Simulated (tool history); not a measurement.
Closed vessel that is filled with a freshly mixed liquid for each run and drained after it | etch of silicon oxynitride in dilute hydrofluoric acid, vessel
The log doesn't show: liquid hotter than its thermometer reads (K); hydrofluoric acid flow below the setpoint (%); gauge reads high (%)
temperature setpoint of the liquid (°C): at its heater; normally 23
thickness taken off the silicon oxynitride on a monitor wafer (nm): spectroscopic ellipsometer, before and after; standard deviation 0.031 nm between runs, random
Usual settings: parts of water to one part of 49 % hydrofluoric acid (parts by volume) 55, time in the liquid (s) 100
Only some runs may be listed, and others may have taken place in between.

| run | day | temperature setpoint of the liquid (°C) | parts of water to one part of 49 % hydrofluoric acid (parts by volume) | time in the liquid (s) | wafers since the last listed run | hours since the thermometer was replaced | hours since the hydrofluoric acid flow meter was replaced | hours since the gauge calibration | read-back film thickness of the silicon oxynitride reference wafer, read on the same gauge (nm) | thickness taken off the silicon oxynitride on a monitor wafer (nm) |
|---|---|---|---|---|---|---|---|---|---|---|
| 1 | 0 | 21.5 | 55 | 70 | 0 | 1718.6 | 353.4 | 271.8 | 29.807 | 2.58 |
| 2 | 1.696 | 21.5 | 55 | 70 | 4687 | 1759.3 | 394.1 | 312.5 | 29.765 | 2.596 |
| 3 | 3.438 | 21.5 | 55 | 70 | 4813 | 1801.1 | 435.9 | 354.3 | 29.721 | 2.547 |
|  | 3.692 | hydrofluoric acid flow meter replaced |
| 4 | 4.454 | 23 | 40 | 100 | 2694 | 1825.5 | 18.3 | 378.7 | 29.695 | 5.444 |
| 5 | 5.479 | 23 | 55 | 125 | 2832 | 1850.1 | 42.9 | 403.3 | 29.658 | 4.966 |
| 6 | 8.15 | 23 | 55 | 125 | 7381 | 1914.2 | 107 | 467.4 | 29.583 | 4.901 |
| 7 | 10.333 | 23 | 55 | 125 | 6034 | 1966.6 | 159.4 | 519.8 | 29.513 | 4.923 |
| 8 | 11.617 | 23 | 55 | 100 | 3546 | 1997.4 | 190.2 | 550.6 | 29.457 | 3.94 |
| 9 | 14.379 | 23 | 55 | 100 | 7635 | 2063.7 | 256.5 | 616.9 | 29.354 | 3.897 |
| 10 | 15.758 | 23 | 55 | 125 | 3811 | 2096.8 | 289.6 | 650 | 29.291 | 4.905 |
| 11 | 18.225 | 23 | 55 | 150 | 6817 | 2156 | 348.8 | 709.2 | 29.17 | 5.808 |
|  | 20.504 | hydrofluoric acid flow meter replaced |
| 12 | 20.929 | 26.5 | 75 | 120 | 7358 | 2220.9 | 10.2 | 774.1 | 29.039 | 3.891 |
|  | 21.142 | gauge calibrated |
| 13 | 22.212 | 23 | 55 | 125 | 3546 | 2251.7 | 41 | 25.7 | 30.051 | 5.018 |
|  | 24.396 | thermometer replaced |
| 14 | 24.808 | 26 | 30 | 50 | 7059 | 9.9 | 103.3 | 88 | 30.032 | 4.341 |
| 15 | 26.2 | 20.5 | 55 | 100 | 3846 | 43.3 | 136.7 | 121.4 | 30.022 | 3.546 |
| 16 | 28.592 | 27.5 | 55 | 100 | 6610 | 100.7 | 194.1 | 178.8 | 29.986 | 4.994 |
| 17 | 30.679 | 23 | 45 | 65 | 5769 | 150.8 | 244.2 | 228.9 | 29.977 | 3.172 |
| 18 | 32.271 | 25.5 | 75 | 60 | 4399 | 189 | 282.4 | 267.1 | 29.932 | 1.922 |
| 19 | 34.604 | 23 | 55 | 125 | 6449 | 245 | 338.4 | 323.1 | 29.887 | 4.972 |

Here are 5 independent what-if runs from the current tool condition. What would each one return?
| A | 34.633 | 23 | 35 | 100 | 80 | 245.7 | 339.1 | 323.8 | ? | ? |
| B | 34.633 | 20 | 45 | 155 | 80 | 245.7 | 339.1 | 323.8 | ? | ? |
| C | 34.633 | 27.5 | 80 | 100 | 80 | 245.7 | 339.1 | 323.8 | ? | ? |
| D | 34.633 | 27 | 55 | 80 | 80 | 245.7 | 339.1 | 323.8 | ? | ? |
| E | 34.633 | 20.5 | 80 | 75 | 80 | 245.7 | 339.1 | 323.8 | ? | ? |

| run | read-back film thickness of the silicon oxynitride reference wafer, read on the same gauge (nm) | thickness taken off the silicon oxynitride on a monitor wafer (nm) |
|---|---|---|
| A | 29.888 | 6.42 |
| B | 29.888 | 6.616 |
| C | 29.888 | 3.355 |
| D | 29.888 | 3.905 |
| E | 29.888 | 1.8 |
With the hidden condition removed and each run's random variation left untouched, the same runs would have given:
| run | thickness taken off the silicon oxynitride on a monitor wafer (nm) |
|---|---|
| A | 6.445 |
| B | 6.641 |
| C | 3.368 |
| D | 3.92 |
| E | 1.807 |
